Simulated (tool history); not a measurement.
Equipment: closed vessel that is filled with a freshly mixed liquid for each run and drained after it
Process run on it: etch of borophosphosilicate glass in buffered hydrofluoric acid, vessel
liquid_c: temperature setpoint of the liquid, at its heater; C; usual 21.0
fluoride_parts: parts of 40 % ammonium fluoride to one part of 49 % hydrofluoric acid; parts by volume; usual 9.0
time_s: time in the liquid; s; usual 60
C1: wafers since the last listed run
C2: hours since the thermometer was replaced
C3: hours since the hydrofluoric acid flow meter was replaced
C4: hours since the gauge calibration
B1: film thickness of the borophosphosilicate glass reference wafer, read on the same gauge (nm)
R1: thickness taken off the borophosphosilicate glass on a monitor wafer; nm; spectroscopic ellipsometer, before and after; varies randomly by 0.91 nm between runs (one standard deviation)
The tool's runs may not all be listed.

run 1 hour=0.0 | liquid_c=19.0 fluoride_parts=11.5 time_s=60 | C1=0 C2=385.5 C3=1534.3 C4=691.1 | B1=150.01 | R1=102.34
run 2 hour=64.8 | liquid_c=21.0 fluoride_parts=9.0 time_s=35 | C1=4989 C2=450.3 C3=1599.1 C4=755.9 | B1=150.00 | R1=79.11
run 3 hour=134.9 | liquid_c=21.0 fluoride_parts=9.0 time_s=35 | C1=5397 C2=520.4 C3=1669.2 C4=826.0 | B1=149.99 | R1=79.89
run 4 hour=240.4 | liquid_c=22.5 fluoride_parts=12.0 time_s=60 | C1=8123 C2=625.9 C3=1774.7 C4=931.5 | B1=149.98 | R1=115.43
-- hour=257.6 gauge calibrated
run 5 hour=306.2 | liquid_c=22.5 fluoride_parts=12.0 time_s=60 | C1=5066 C2=691.7 C3=1840.5 C4=48.6 | B1=150.01 | R1=115.37
run 6 hour=352.6 | liquid_c=22.5 fluoride_parts=12.0 time_s=60 | C1=3572 C2=738.1 C3=1886.9 C4=95.0 | B1=150.02 | R1=114.78
-- hour=396.4 hydrofluoric acid flow meter replaced
-- hour=414.6 thermometer replaced
run 7 hour=420.7 | liquid_c=24.0 fluoride_parts=9.0 time_s=60 | C1=5089 C2=6.1 C3=24.3 C4=163.1 | B1=150.01 | R1=165.18
run 8 hour=475.3 | liquid_c=21.0 fluoride_parts=6.5 time_s=60 | C1=4203 C2=60.7 C3=78.9 C4=217.7 | B1=149.98 | R1=199.38
run 9 hour=518.4 | liquid_c=25.5 fluoride_parts=10.5 time_s=90 | C1=3318 C2=103.8 C3=122.0 C4=260.8 | B1=150.00 | R1=241.44
run 10 hour=588.0 | liquid_c=21.0 fluoride_parts=9.0 time_s=60 | C1=5358 C2=173.4 C3=191.6 C4=330.4 | B1=149.99 | R1=138.93
run 11 hour=646.9 | liquid_c=17.0 fluoride_parts=8.0 time_s=40 | C1=4535 C2=232.3 C3=250.5 C4=389.3 | B1=149.99 | R1=84.63
run 12 hour=692.9 | liquid_c=24.5 fluoride_parts=7.0 time_s=30 | C1=3541 C2=278.3 C3=296.5 C4=435.3 | B1=150.01 | R1=109.09
run 13 hour=719.3 | liquid_c=26.0 fluoride_parts=6.0 time_s=60 | C1=2032 C2=304.7 C3=322.9 C4=461.7 | B1=150.01 | R1=274.60
run 14 hour=773.1 | liquid_c=19.0 fluoride_parts=10.5 time_s=85 | C1=4142 C2=358.5 C3=376.7 C4=515.5 | B1=150.00 | R1=157.50
run 15 hour=798.6 | liquid_c=24.0 fluoride_parts=12.0 time_s=70 | C1=1963 C2=384.0 C3=402.2 C4=541.0 | B1=149.97 | R1=148.25

Some steps in R1 between neighbouring runs. How much of each would the tool show without its hidden state too (settings, what came in, random variation), and how much is left for the hidden state, with any gauge scatter that isn't in both results?
The tool's hidden condition here consists of: liquid colder than its thermometer reads (K); hydrofluoric acid flow below the setpoint (%); gauge reads high (%).
Run 6 -> 7: liquid_c 22.5 -> 24.0, fluoride_parts 12.0 -> 9.0, hydrofluoric acid flow meter replaced, thermometer replaced. R1 +50.40 nm: hidden state +3.83, all else +46.57.
Run 12 -> 13: liquid_c 24.5 -> 26.0, fluoride_parts 7.0 -> 6.0, time_s 30 -> 60. R1 +165.51 nm: hidden state -2.23, all else +167.74.
